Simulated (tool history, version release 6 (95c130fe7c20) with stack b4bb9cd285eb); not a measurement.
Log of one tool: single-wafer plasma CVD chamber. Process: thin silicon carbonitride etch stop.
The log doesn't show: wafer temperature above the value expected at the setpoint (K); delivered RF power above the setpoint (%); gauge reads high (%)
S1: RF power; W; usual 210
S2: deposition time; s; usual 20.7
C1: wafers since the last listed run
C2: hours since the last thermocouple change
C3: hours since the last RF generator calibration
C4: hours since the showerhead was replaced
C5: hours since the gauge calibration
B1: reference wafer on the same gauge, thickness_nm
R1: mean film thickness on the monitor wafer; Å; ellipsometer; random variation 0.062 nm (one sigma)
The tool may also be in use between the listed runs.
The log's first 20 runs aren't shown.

Run 21, hour 1228.7: usual settings but S1 180 W, S2 18.6 s; C1 2564; C2 678.8; C3 287.5; C4 491; C5 691.5; B1 13.694. Result: R1 93.36 Å.
Run 22, hour 1263.4: usual settings but S1 225 W, S2 23.5 s; C1 1533; C2 713.5; C3 322.2; C4 525.7; C5 726.2; B1 13.689. Result: R1 134.04 Å.
Run 23, hour 1320.7: usual settings but S1 170 W, S2 17.7 s; C1 2533; C2 770.8; C3 379.5; C4 583; C5 783.5; B1 13.712. Result: R1 84.47 Å.
Run 24, hour 1387.7: usual settings but S1 185 W, S2 18.6 s; C1 2961; C2 837.8; C3 446.5; C4 650; C5 850.5; B1 13.701. Result: R1 94.43 Å.
Run 25, hour 1427.1: usual settings but S1 250 W, S2 18.9 s; C1 1741; C2 877.2; C3 485.9; C4 689.4; C5 889.9; B1 13.703. Result: R1 115.43 Å.
Run 26, hour 1470.5: usual settings; C1 1918; C2 920.6; C3 529.3; C4 732.8; C5 933.3; B1 13.722. Result: R1 112.8 Å.
Run 27, hour 1520.7: usual settings but S1 195 W, S2 19.6 s; C1 2219; C2 970.8; C3 579.5; C4 783; C5 983.5; B1 13.694. Result: R1 102.02 Å.
At hour 1594.5: thermocouple changed; heater temperature recalibrated.
Run 28, hour 1595: usual settings but S1 230 W, S2 24.3 s; C1 2930; C2 0.5; C3 653.8; C4 857.3; C5 1057.8; B1 13.701. Result: R1 139.59 Å.
Run 29, hour 1650.3: usual settings but S1 225 W, S2 19.6 s; C1 2444; C2 55.8; C3 709.1; C4 912.6; C5 1113.1; B1 13.707. Result: R1 110.59 Å.
Run 30, hour 1684.7: usual settings but S1 175 W, S2 24.7 s; C1 1520; C2 90.2; C3 743.5; C4 947; C5 1147.5; B1 13.698. Result: R1 118.51 Å.
At hour 1696.5: gauge calibrated.
Run 31, hour 1734.8: usual settings but S1 225 W, S2 23 s; C1 2214; C2 140.3; C3 793.6; C4 997.1; C5 38.3; B1 13.712. Result: R1 130.07 Å.
Run 32, hour 1792.8: usual settings but S1 195 W; C1 2564; C2 198.3; C3 851.6; C4 1055.1; C5 96.3; B1 13.7. Result: R1 107.54 Å.
Run 33, hour 1828.4: usual settings; C1 1573; C2 233.9; C3 887.2; C4 1090.7; C5 131.9; B1 13.683. Result: R1 112.4 Å.
Run 34, hour 1880.4: usual settings but S1 240 W, S2 19.1 s; C1 2298; C2 285.9; C3 939.2; C4 1142.7; C5 183.9; B1 13.701. Result: R1 111.86 Å.
Run 35, hour 1939.4: usual settings but S1 240 W, S2 19 s; C1 2608; C2 344.9; C3 998.2; C4 1201.7; C5 242.9; B1 13.702. Result: R1 109.62 Å.

4 ways to go on from here, each from the tool as it stands after run 35. What would each give?
Run A, hour 1939.8: usual settings; C1 17; C2 345.3; C3 998.6; C4 1202.1; C5 243.3; B1 ?. Result: R1 ?.
Run B, hour 1939.8: usual settings but S2 18.2 s; C1 17; C2 345.3; C3 998.6; C4 1202.1; C5 243.3; B1 ?. Result: R1 ?.
Run C, hour 1939.8: usual settings but S2 22.9 s; C1 17; C2 345.3; C3 998.6; C4 1202.1; C5 243.3; B1 ?. Result: R1 ?.
Run D, hour 1939.8: usual settings but S1 190 W; C1 17; C2 345.3; C3 998.6; C4 1202.1; C5 243.3; B1 ?. Result: R1 ?.

run      B1      R1
  A  13.695  112.21
  B  13.695   98.66
  C  13.695  124.14
  D  13.695  105.17
Without the tool's hidden state the same runs would have given:
run      R1
  A  116.86
  B  102.75
  C  129.28
  D  109.52
